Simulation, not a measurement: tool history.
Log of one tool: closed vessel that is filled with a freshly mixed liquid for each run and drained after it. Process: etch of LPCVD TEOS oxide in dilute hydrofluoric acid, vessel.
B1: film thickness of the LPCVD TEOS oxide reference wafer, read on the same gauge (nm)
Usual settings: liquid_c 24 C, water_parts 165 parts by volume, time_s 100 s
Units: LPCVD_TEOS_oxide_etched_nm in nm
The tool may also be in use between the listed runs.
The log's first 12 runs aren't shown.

-- hour=167.2 gauge calibrated
-- hour=175.8 hydrofluoric acid flow meter replaced
run 13 hour=177.4 | liquid_c=24 water_parts=165 time_s=100 | B1=150.01 | LPCVD_TEOS_oxide_etched_nm=11.40
run 14 hour=185.0 | liquid_c=24 water_parts=165 time_s=70 | B1=150.01 | LPCVD_TEOS_oxide_etched_nm=8.11
run 15 hour=200.5 | liquid_c=24 water_parts=165 time_s=100 | B1=150.01 | LPCVD_TEOS_oxide_etched_nm=11.45
run 16 hour=212.2 | liquid_c=27 water_parts=205 time_s=50 | B1=149.99 | LPCVD_TEOS_oxide_etched_nm=4.90
run 17 hour=222.6 | liquid_c=20 water_parts=130 time_s=100 | B1=149.99 | LPCVD_TEOS_oxide_etched_nm=13.11
run 18 hour=233.4 | liquid_c=27 water_parts=165 time_s=100 | B1=149.99 | LPCVD_TEOS_oxide_etched_nm=12.83
run 19 hour=241.4 | liquid_c=24 water_parts=200 time_s=100 | B1=150.01 | LPCVD_TEOS_oxide_etched_nm=9.05
run 20 hour=251.6 | liquid_c=24 water_parts=165 time_s=100 | B1=149.98 | LPCVD_TEOS_oxide_etched_nm=11.57
run 21 hour=268.8 | liquid_c=24 water_parts=165 time_s=100 | B1=149.98 | LPCVD_TEOS_oxide_etched_nm=11.61
run 22 hour=276.8 | liquid_c=20 water_parts=225 time_s=75 | B1=149.99 | LPCVD_TEOS_oxide_etched_nm=5.08

Forecast run 23:
run 23 hour=291.6 | liquid_c=21 water_parts=115 time_s=100 | B1=? | LPCVD_TEOS_oxide_etched_nm=?

B1: 149.99
LPCVD_TEOS_oxide_etched_nm: 15.64 nm
Without the tool's hidden state the same run would have given LPCVD_TEOS_oxide_etched_nm 15.11 nm.
